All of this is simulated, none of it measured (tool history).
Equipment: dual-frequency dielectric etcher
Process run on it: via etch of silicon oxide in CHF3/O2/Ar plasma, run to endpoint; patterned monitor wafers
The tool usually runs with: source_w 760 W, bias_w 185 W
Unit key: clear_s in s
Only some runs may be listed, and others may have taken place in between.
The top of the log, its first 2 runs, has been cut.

run    hour  source_w  bias_w  incoming incoming film thickness, nm  clear_s
  3   147.6       690     214                                 420.4    204.4
  4   195.6       760     185                                 423.2      212
  5     272       760     185                                 423.3    211.5
      311.8  -- wet clean of the chamber
  6   378.3       820     185                                 415.2    201.3
      439.9  -- upper electrode replaced
  7   448.7       820     185                                 422.1    203.4
  8   510.5       760     185                                   423    211.8
  9   564.6       760     185                                 417.7    207.9
 10   645.7       760     185                                 421.2    207.9
 11   686.3       760     185                                 418.8    207.5
 12   726.6       760     185                                 422.2    209.2
 13   805.8       760     185                                 420.9    209.3
 14   869.7       760     185                                 416.6    205.5
      878.3  -- source power generator calibrated
      898.6  -- wet clean of the chamber
 15   962.3       570     172                                 425.2    256.9
 16  1045.4       760     208                                 419.7    199.2
 17  1140.7       760     216                                 422.2    196.4

What does the tool deliver on the next run?
 18  1232.7       760     185                                 421.5        ?

{"run 18": {"clear_s": 213.2}}
Minus the tool's unlogged condition, the same run would have read clear_s 217.9 s.
